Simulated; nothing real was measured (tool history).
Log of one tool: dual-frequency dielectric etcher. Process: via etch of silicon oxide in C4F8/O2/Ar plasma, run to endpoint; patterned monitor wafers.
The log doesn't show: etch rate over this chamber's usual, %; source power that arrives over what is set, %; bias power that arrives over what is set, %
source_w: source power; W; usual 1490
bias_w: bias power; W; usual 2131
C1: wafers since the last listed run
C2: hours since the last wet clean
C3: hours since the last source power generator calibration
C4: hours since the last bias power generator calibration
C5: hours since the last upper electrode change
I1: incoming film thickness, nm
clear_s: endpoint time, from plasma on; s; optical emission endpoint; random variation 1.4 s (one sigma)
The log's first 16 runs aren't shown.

Run 17, day 22.046: usual settings but source_w 1260 W, bias_w 1601 W; C1 178; C2 212.8; C3 4209.7; C4 95.6; C5 168.5; I1 1362.5. Result: clear_s 379.5 s.
Run 18, day 23.329: usual settings but bias_w 2294 W; C1 238; C2 243.6; C3 4240.5; C4 126.4; C5 199.3; I1 1338.8. Result: clear_s 303.5 s.
Run 19, day 24.325: usual settings but source_w 1200 W, bias_w 1909 W; C1 184; C2 267.5; C3 4264.4; C4 150.3; C5 223.2; I1 1340.6. Result: clear_s 358.3 s.
Run 20, day 25.071: usual settings; C1 138; C2 285.4; C3 4282.3; C4 168.2; C5 241.1; I1 1343.1. Result: clear_s 316.2 s.
Run 21, day 26.308: usual settings but source_w 1310 W, bias_w 2361 W; C1 229; C2 315.1; C3 4312.0; C4 197.9; C5 270.8; I1 1355.8. Result: clear_s 321.9 s.
Run 22, day 27.762: usual settings; C1 270; C2 350.0; C3 4346.9; C4 232.8; C5 305.7; I1 1353.1. Result: clear_s 316.2 s.
Run 23, day 28.567: usual settings but source_w 1240 W, bias_w 1650 W; C1 149; C2 369.3; C3 4366.2; C4 252.1; C5 325.0; I1 1331.9. Result: clear_s 367.0 s.
Run 24, day 30.008: usual settings but source_w 1240 W, bias_w 1794 W; C1 267; C2 403.9; C3 4400.8; C4 286.7; C5 359.6; I1 1351.3. Result: clear_s 363.5 s.
Run 25, day 31.312: usual settings but bias_w 1939 W; C1 242; C2 435.2; C3 4432.1; C4 318.0; C5 390.9; I1 1345.6. Result: clear_s 324.1 s.
At day 32.025: source power generator calibrated.
Run 26, day 32.046: usual settings; C1 105; C2 452.8; C3 0.5; C4 335.6; C5 408.5; I1 1340.1. Result: clear_s 312.0 s.
At day 33.692: wet clean of the chamber.
Run 27, day 33.712: usual settings but source_w 1850 W; C1 123; C2 0.5; C3 40.5; C4 375.6; C5 448.5; I1 1336.7. Result: clear_s 292.1 s.
Run 28, day 34.142: usual settings but source_w 1700 W; C1 79; C2 10.8; C3 50.8; C4 385.9; C5 458.8; I1 1339.1. Result: clear_s 301.3 s.
Run 29, day 36.000: usual settings but source_w 1580 W, bias_w 1908 W; C1 345; C2 55.4; C3 95.4; C4 430.5; C5 503.4; I1 1354.0. Result: clear_s 329.8 s.
Run 30, day 37.146: usual settings; C1 212; C2 82.9; C3 122.9; C4 458.0; C5 530.9; I1 1344.4. Result: clear_s 317.3 s.
Run 31, day 38.250: usual settings; C1 205; C2 109.4; C3 149.4; C4 484.5; C5 557.4; I1 1356.1. Result: clear_s 324.8 s.
Run 32, day 39.117: usual settings; C1 160; C2 130.2; C3 170.2; C4 505.3; C5 578.2; I1 1350.0. Result: clear_s 320.6 s.
Run 33, day 40.479: usual settings but source_w 1590 W, bias_w 1888 W; C1 253; C2 162.9; C3 202.9; C4 538.0; C5 610.9; I1 1339.9. Result: clear_s 319.8 s.
Run 34, day 41.329: usual settings; C1 157; C2 183.3; C3 223.3; C4 558.4; C5 631.3; I1 1341.2. Result: clear_s 318.8 s.
Run 35, day 42.617: usual settings but source_w 1830 W, bias_w 1607 W; C1 239; C2 214.2; C3 254.2; C4 589.3; C5 662.2; I1 1345.0. Result: clear_s 322.9 s.
Run 36, day 44.008: usual settings but source_w 1310 W, bias_w 2361 W; C1 258; C2 247.6; C3 287.6; C4 622.7; C5 695.6; I1 1349.7. Result: clear_s 324.6 s.

3 ways to go on from here, each from the tool as it stands after run 36. What would each give?
Run A, day 44.029: usual settings; C1 3; C2 248.1; C3 288.1; C4 623.2; C5 696.1; I1 1338.3. Result: clear_s ?.
Run B, day 44.029: usual settings but source_w 1370 W, bias_w 2414 W; C1 3; C2 248.1; C3 288.1; C4 623.2; C5 696.1; I1 1338.3. Result: clear_s ?.
Run C, day 44.029: usual settings but bias_w 2325 W; C1 3; C2 248.1; C3 288.1; C4 623.2; C5 696.1; I1 1338.3. Result: clear_s ?.

run  clear_s
  A    314.1
  B    310.7
  C    304.3
Without the tool's hidden state the same runs would have given:
run  clear_s
  A    317.1
  B    313.7
  C    307.2
